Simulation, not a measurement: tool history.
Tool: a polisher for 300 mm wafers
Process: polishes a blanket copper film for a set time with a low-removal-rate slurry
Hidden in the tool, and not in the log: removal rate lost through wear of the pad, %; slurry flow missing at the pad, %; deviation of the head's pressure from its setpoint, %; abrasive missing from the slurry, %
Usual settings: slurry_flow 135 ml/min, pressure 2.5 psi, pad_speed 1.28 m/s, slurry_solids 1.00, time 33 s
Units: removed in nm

run	day	slurry_flow	pressure	pad_speed	slurry_solids	time	wafers since the last listed run	wafers polished on this pad	hours since the slurry nozzle was cleaned	hours since the head pressure was calibrated	hours since the slurry blender was calibrated	incoming thickness of the incoming film, nm	removed
1	0.000	135	2.5	1.28	1.00	33	0	4495	428.7	492.9	225.9	1139.5	94.5
2	3.279	135	2.5	1.28	1.00	33	971	5467	507.4	571.6	304.6	1136.2	93.0
3	5.175	135	2.5	1.28	1.00	33	561	6028	552.9	617.1	350.1	1143.8	93.4
# day 6.962: worn pad replaced by a new one
# day 7.004: slurry nozzle cleaned
4	7.025	135	2.5	1.28	1.00	40	486	6	0.5	661.5	394.5	1135.7	113.2
5	9.767	135	2.5	1.28	1.00	33	812	818	66.3	727.3	460.3	1119.0	94.1
6	13.621	135	2.5	1.28	1.00	33	1141	1960	158.8	819.8	552.8	1136.9	95.2
# day 15.108: head pressure recalibrated
7	16.742	135	2.5	1.28	1.00	33	899	2859	233.7	39.2	627.7	1132.4	89.1
# day 17.125: slurry blender recalibrated
8	20.692	135	2.5	1.28	1.15	33	1145	4005	328.5	134.0	85.6	1128.3	94.1
9	24.154	135	2.5	1.28	1.00	33	1025	5030	411.6	217.1	168.7	1125.9	92.2
10	27.758	135	2.5	1.28	1.00	33	1067	6098	498.1	303.6	255.2	1129.9	91.4
11	30.504	135	2.5	1.28	1.00	33	813	6911	564.0	369.5	321.1	1136.1	89.8
# day 32.921: worn pad replaced by a new one
# day 33.421: slurry nozzle cleaned
12	34.638	135	2.5	1.12	1.00	33	1162	495	29.2	468.7	420.3	1143.4	79.3
13	38.496	135	2.5	1.28	1.00	44	1142	1638	121.8	561.3	512.9	1135.7	122.5
# day 39.421: slurry blender recalibrated
14	40.888	135	1.6	0.98	1.00	33	683	2322	179.2	618.7	35.2	1148.7	49.5
# day 42.104: head pressure recalibrated
15	44.983	135	2.5	1.28	1.00	33	1188	3511	277.5	69.1	133.5	1126.3	90.9
16	53.321	135	2.5	1.28	1.00	33	2469	5980	477.6	269.2	333.6	1147.6	91.8
# day 56.533: worn pad replaced by a new one
17	57.008	135	2.5	1.28	1.00	33	1042	141	566.1	357.7	422.1	1121.5	90.0
# day 57.171: slurry nozzle cleaned
18	60.783	135	2.5	1.28	1.00	33	1105	1247	86.7	448.3	512.7	1127.4	91.7
# day 63.300: slurry blender recalibrated
19	66.988	135	2.5	1.28	1.00	33	1813	3060	235.6	597.2	88.5	1133.4	94.7
20	71.071	135	2.5	1.28	1.10	33	1209	4269	333.6	695.2	186.5	1132.2	97.3
21	72.783	135	3.1	1.28	1.00	38	507	4776	374.7	736.3	227.6	1154.3	136.5
# day 73.942: head pressure recalibrated
22	74.933	135	2.5	1.28	1.00	33	612	5389	426.3	23.8	279.2	1146.8	89.1
23	76.629	135	2.5	1.58	1.20	37	502	5891	467.0	64.5	319.9	1114.1	124.5
24	78.167	135	3.2	1.28	1.00	27	455	6346	503.9	101.4	356.8	1144.2	92.4
# day 80.175: slurry nozzle cleaned
# day 80.188: worn pad replaced by a new one
# day 89.488: slurry blender recalibrated
25	90.512	100	2.1	1.56	1.00	33	3615	3033	248.1	397.7	24.6	1127.4	90.3
26	92.700	135	2.5	1.28	1.20	33	647	3681	300.6	450.2	77.1	1131.8	96.0
27	95.654	120	2.5	1.06	1.20	29	875	4556	371.5	521.1	148.0	1123.7	67.4
28	98.179	135	3.2	1.28	1.00	33	747	5304	432.1	581.7	208.6	1132.5	118.2
29	100.733	115	3.1	1.50	1.00	33	756	6060	493.4	643.0	269.9	1139.9	130.5

Hidden state or all else? Some run-to-run changes of removed, split into what the settings, what came in and random variation would give without the hidden state, and what is left for the hidden state (with any gauge scatter that isn't in both results):
Run 6 -> 7: head pressure recalibrated. removed -6.1 nm: hidden state -8.3, all else +2.2.
Run 13 -> 14: pressure 2.5 -> 1.6, pad_speed 1.28 -> 0.98, time 44 -> 33, slurry blender recalibrated. removed -73.0 nm: hidden state +4.7, all else -77.7.
Run 21 -> 22: pressure 3.1 -> 2.5, time 38 -> 33, head pressure recalibrated. removed -47.4 nm: hidden state -7.5, all else -39.9.
Run 27 -> 28: slurry_flow 120 -> 135, pressure 2.5 -> 3.2, pad_speed 1.06 -> 1.28, slurry_solids 1.20 -> 1.00, time 29 -> 33. removed +50.8 nm: hidden state +0.1, all else +50.7.
